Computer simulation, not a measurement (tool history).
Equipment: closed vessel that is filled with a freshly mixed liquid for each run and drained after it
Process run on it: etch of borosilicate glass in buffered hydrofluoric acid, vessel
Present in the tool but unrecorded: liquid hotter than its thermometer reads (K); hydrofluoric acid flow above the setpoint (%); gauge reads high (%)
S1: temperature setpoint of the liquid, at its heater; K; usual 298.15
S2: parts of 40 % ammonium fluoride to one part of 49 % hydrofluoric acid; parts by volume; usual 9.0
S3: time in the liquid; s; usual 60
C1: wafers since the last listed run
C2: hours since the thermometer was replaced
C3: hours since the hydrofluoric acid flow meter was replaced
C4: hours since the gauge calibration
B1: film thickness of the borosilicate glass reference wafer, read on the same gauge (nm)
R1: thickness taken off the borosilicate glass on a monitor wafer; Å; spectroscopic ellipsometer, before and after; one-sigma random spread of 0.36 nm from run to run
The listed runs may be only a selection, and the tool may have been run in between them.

| run | hour | S1 | S2 | S3 | C1 | C2 | C3 | C4 | B1 | R1 |
|---|---|---|---|---|---|---|---|---|---|---|
| 1 | 0.0 | 298.15 | 9.0 | 60 | 0 | 906.2 | 442.4 | 63.4 | 149.94 | 835.7 |
| 2 | 21.4 | 302.15 | 9.0 | 40 | 3057 | 927.6 | 463.8 | 84.8 | 149.90 | 690.9 |
| 3 | 51.4 | 302.15 | 9.0 | 40 | 4286 | 957.6 | 493.8 | 114.8 | 149.82 | 684.8 |
| 4 | 63.8 | 302.15 | 9.0 | 40 | 1771 | 970.0 | 506.2 | 127.2 | 149.75 | 686.4 |
| 5 | 96.9 | 298.15 | 9.0 | 60 | 4729 | 1003.1 | 539.3 | 160.3 | 149.62 | 827.4 |
| 6 | 116.1 | 298.15 | 9.0 | 60 | 2743 | 1022.3 | 558.5 | 179.5 | 149.52 | 833.9 |
| 7 | 144.4 | 298.15 | 9.0 | 60 | 4043 | 1050.6 | 586.8 | 207.8 | 149.32 | 830.9 |
| 8 | 163.8 | 298.15 | 9.0 | 60 | 2771 | 1070.0 | 606.2 | 227.2 | 149.21 | 828.3 |
| 9 | 199.0 | 300.65 | 9.0 | 50 | 5029 | 1105.2 | 641.4 | 262.4 | 148.94 | 785.1 |
|  | 205.5 | hydrofluoric acid flow meter replaced |
| 10 | 228.3 | 300.65 | 9.0 | 50 | 4043 | 1134.5 | 22.8 | 291.7 | 148.67 | 790.9 |
| 11 | 245.9 | 300.65 | 9.0 | 50 | 2514 | 1152.1 | 40.4 | 309.3 | 148.50 | 786.0 |
|  | 247.1 | thermometer replaced |
| 12 | 262.7 | 302.15 | 12.0 | 75 | 2257 | 15.6 | 57.2 | 326.1 | 148.32 | 989.5 |
| 13 | 282.7 | 294.65 | 6.5 | 60 | 2857 | 35.6 | 77.2 | 346.1 | 148.13 | 965.0 |
|  | 295.6 | gauge calibrated |
| 14 | 313.4 | 298.15 | 9.0 | 60 | 4386 | 66.3 | 107.9 | 17.8 | 150.28 | 835.4 |
| 15 | 386.3 | 302.15 | 9.0 | 40 | 10415 | 139.2 | 180.8 | 90.7 | 150.14 | 686.8 |
| 16 | 464.2 | 296.65 | 9.0 | 45 | 11130 | 217.1 | 258.7 | 168.6 | 149.84 | 578.0 |
| 17 | 489.8 | 295.15 | 12.0 | 40 | 3657 | 242.7 | 284.3 | 194.2 | 149.67 | 368.0 |
| 18 | 520.3 | 298.15 | 8.0 | 80 | 4357 | 273.2 | 314.8 | 224.7 | 149.50 | 1270.3 |
| 19 | 539.8 | 298.15 | 9.0 | 60 | 2786 | 292.7 | 334.3 | 244.2 | 149.34 | 829.8 |
| 20 | 565.7 | 302.15 | 12.0 | 60 | 3700 | 318.6 | 360.2 | 270.1 | 149.13 | 800.4 |
| 21 | 587.9 | 295.65 | 7.0 | 60 | 3171 | 340.8 | 382.4 | 292.3 | 148.92 | 962.6 |
| 22 | 616.2 | 298.15 | 9.0 | 60 | 4043 | 369.1 | 410.7 | 320.6 | 148.64 | 830.4 |

What differs in the tool's unlogged condition from the final listed run ahead of each entry between runs to the first listed run following it?
Between runs 9 and 10: hydrofluoric acid flow meter replaced (hour 205.5)
  gauge reads high (%): -0.716 -> -0.889
  what was measured, less what the result would be without the hidden state, R1: -5.7 -> -7.1 Å
Between runs 11 and 12: thermometer replaced (hour 247.1)
  gauge reads high (%): -1 -> -1.12
  what was measured, less what the result would be without the hidden state, R1: -8.0 -> -11.1 Å
Between runs 13 and 14: gauge calibrated (hour 295.6)
  gauge reads high (%): -1.26 -> 0.19
  what was measured, less what the result would be without the hidden state, R1: -12.3 -> +1.6 Å
